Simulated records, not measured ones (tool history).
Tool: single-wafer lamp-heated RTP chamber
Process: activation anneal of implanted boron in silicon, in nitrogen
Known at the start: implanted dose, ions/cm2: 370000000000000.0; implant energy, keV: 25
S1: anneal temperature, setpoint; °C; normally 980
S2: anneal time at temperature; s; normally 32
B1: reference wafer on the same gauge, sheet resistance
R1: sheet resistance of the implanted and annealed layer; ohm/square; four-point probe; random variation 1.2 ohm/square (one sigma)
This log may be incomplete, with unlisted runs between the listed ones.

run 1 hour=0 | S1=980 S2=32 | B1=264.24 | R1=261.56
run 2 hour=35.9 | S1=980 S2=32 | B1=264.24 | R1=261.05
run 3 hour=56.6 | S1=980 S2=45 | B1=263.66 | R1=259.96
run 4 hour=78.1 | S1=980 S2=45 | B1=263.97 | R1=259.23
run 5 hour=102.7 | S1=980 S2=32 | B1=263.37 | R1=261.69
run 6 hour=119 | S1=980 S2=32 | B1=263.64 | R1=260.89
run 7 hour=143.1 | S1=980 S2=32 | B1=264.35 | R1=260.79
run 8 hour=159.7 | S1=980 S2=32 | B1=263.68 | R1=260.23
run 9 hour=184.9 | S1=980 S2=32 | B1=263.9 | R1=259.96
run 10 hour=210.7 | S1=980 S2=32 | B1=264.32 | R1=263.26
run 11 hour=228.9 | S1=980 S2=42 | B1=263.63 | R1=261.68
run 12 hour=244.8 | S1=980 S2=42 | B1=263.89 | R1=260.96
run 13 hour=259.4 | S1=992 S2=37 | B1=264.42 | R1=254.58
run 14 hour=283.3 | S1=992 S2=37 | B1=263.7 | R1=255.93
run 15 hour=295.6 | S1=957 S2=32 | B1=263.79 | R1=276.59
run 16 hour=330 | S1=957 S2=32 | B1=264.05 | R1=278.45
run 17 hour=357.1 | S1=980 S2=37 | B1=264.11 | R1=257.8
run 18 hour=374.3 | S1=963 S2=24 | B1=264 | R1=272
run 19 hour=391.3 | S1=950 S2=46 | B1=263.79 | R1=301.74
run 20 hour=413.6 | S1=969 S2=18 | B1=263.94 | R1=286.19
run 21 hour=446.6 | S1=980 S2=32 | B1=263.9 | R1=264.44
run 22 hour=475.5 | S1=980 S2=32 | B1=263.93 | R1=264.94
run 23 hour=494.3 | S1=980 S2=32 | B1=264.04 | R1=266.17
run 24 hour=525.2 | S1=964 S2=38 | B1=263.84 | R1=279.48
run 25 hour=558.1 | S1=961 S2=22 | B1=263.37 | R1=287.78
run 26 hour=593.3 | S1=988 S2=15 | B1=264.18 | R1=264.73
run 27 hour=622.7 | S1=961 S2=49 | B1=263.81 | R1=277.85
run 28 hour=647.1 | S1=992 S2=37 | B1=264.3 | R1=259.14
run 29 hour=701.2 | S1=998 S2=14 | B1=264.16 | R1=260.29
run 30 hour=734 | S1=995 S2=46 | B1=263.96 | R1=255.27
run 31 hour=764 | S1=968 S2=25 | B1=263.96 | R1=275.47
run 32 hour=777.9 | S1=988 S2=25 | B1=263.96 | R1=260.89
run 33 hour=798 | S1=980 S2=51 | B1=264.04 | R1=259.01

Taken out of this log: 3 entries between the listed runs. Where each belongs, and how the hidden state differs across it:
Runs 15 to 16: reflector plate cleaned (hour 323.9)
  true wafer temperature minus pyrometer reading, K: 12.2 -> 12.8
  difference, measured minus the result without the unlogged condition, R1: -19.57 -> -20.45 ohm/square
Runs 18 to 19: pyrometer window cleaned and pyrometer calibrated (hour 385.9)
  true wafer temperature minus pyrometer reading, K: 13.5 -> 1.5
  difference, measured minus the result without the unlogged condition, R1: -19.04 -> -3.07 ohm/square
Runs 20 to 21: gauge calibrated (hour 428.6)
  true wafer temperature minus pyrometer reading, K: 1.87 -> 2.41
  difference, measured minus the result without the unlogged condition, R1: -2.93 -> -1.82 ohm/square

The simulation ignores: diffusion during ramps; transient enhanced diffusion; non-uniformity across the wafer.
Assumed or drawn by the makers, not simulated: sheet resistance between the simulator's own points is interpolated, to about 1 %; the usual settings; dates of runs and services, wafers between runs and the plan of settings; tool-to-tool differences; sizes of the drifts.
